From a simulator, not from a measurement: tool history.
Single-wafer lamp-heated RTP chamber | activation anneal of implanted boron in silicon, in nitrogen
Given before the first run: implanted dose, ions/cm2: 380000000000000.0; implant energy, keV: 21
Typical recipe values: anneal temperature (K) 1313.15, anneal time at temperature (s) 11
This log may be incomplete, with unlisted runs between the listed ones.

run	hour	anneal temperature (K)	anneal time at temperature (s)	read-back reference wafer on the same gauge, sheet resistance	sheet resistance of the implanted and annealed layer (ohm/square)
1	0	1321.15	11	239.01	259.97
2	59.3	1321.15	11	239.08	260.06
3	112.9	1313.15	11	238.99	260.08
4	157.9	1313.15	11	239.09	260.08
5	200.5	1313.15	11	238.86	259.92
# hour 227.5: pyrometer window cleaned and pyrometer calibrated
6	321.4	1322.15	15	239.09	259
7	369.8	1322.15	15	239.05	259.14
8	432	1291.15	11	239.02	262.86
# hour 462.7: reflector plate cleaned
9	471.1	1291.15	11	238.96	262.23
10	514.8	1313.15	7	239.06	260.77
11	566.8	1313.15	11	238.95	260.11
12	627.6	1313.15	11	239.02	260.12
# hour 666.3: pyrometer window cleaned and pyrometer calibrated
13	688.7	1313.15	8	239.03	261.09
14	754.3	1313.15	8	238.98	261.06
15	895.1	1313.15	9	239	260.49
# hour 914.3: reflector plate cleaned
16	966	1313.15	11	239.06	259.74
17	993.4	1313.15	11	239	260.32
18	1053.3	1313.15	11	239	260.43
# hour 1099.8: pyrometer window cleaned and pyrometer calibrated
19	1100.3	1313.15	11	239	260.75
20	1121	1334.15	15	239.07	258.38
21	1173.6	1285.15	16	238.97	262.27
22	1209.4	1335.15	5	239.09	259.59
23	1259.5	1313.15	13	239.11	259.25
# hour 1294.1: gauge calibrated
24	1296.2	1313.15	11	239.01	260.29
25	1345.3	1334.15	15	238.95	257.9
# hour 1388.5: reflector plate cleaned
26	1389	1313.15	11	239.14	259.55
27	1418.3	1313.15	11	238.87	260.27
28	1464	1313.15	5	238.96	261.72
# hour 1502.6: pyrometer window cleaned and pyrometer calibrated
29	1535.6	1329.15	13	239.07	259.27
30	1605.1	1334.15	15	238.96	258.6
31	1648.6	1313.15	6	239.12	260.98
32	1705.9	1333.15	6	238.95	260.66
33	1746.3	1313.15	11	238.9	260.17
34	1799.8	1327.15	7	239.08	260.6
# hour 1814.9: reflector plate cleaned
35	1870.3	1299.15	6	239.02	263.08
# hour 1915.6: pyrometer window cleaned and pyrometer calibrated
36	1916.1	1297.15	11	238.84	262.51
37	1970.8	1304.15	9	239.16	262.24

Below are 3 alternative next runs, each starting from the tool's condition after run 37. Predict each:
A	1971.2	1313.15	16	?	?
B	1971.2	1305.15	5	?	?
C	1971.2	1334.15	17	?	?

run	read-back reference wafer on the same gauge, sheet resistance	sheet resistance of the implanted and annealed layer (ohm/square)
A	239.04	260.29
B	239.04	263.37
C	239.04	258.8
The same runs, with their run-to-run variation unchanged, on a tool lacking any hidden condition would have given:
run	sheet resistance of the implanted and annealed layer (ohm/square)
A	260.29
B	263.37
C	258.8
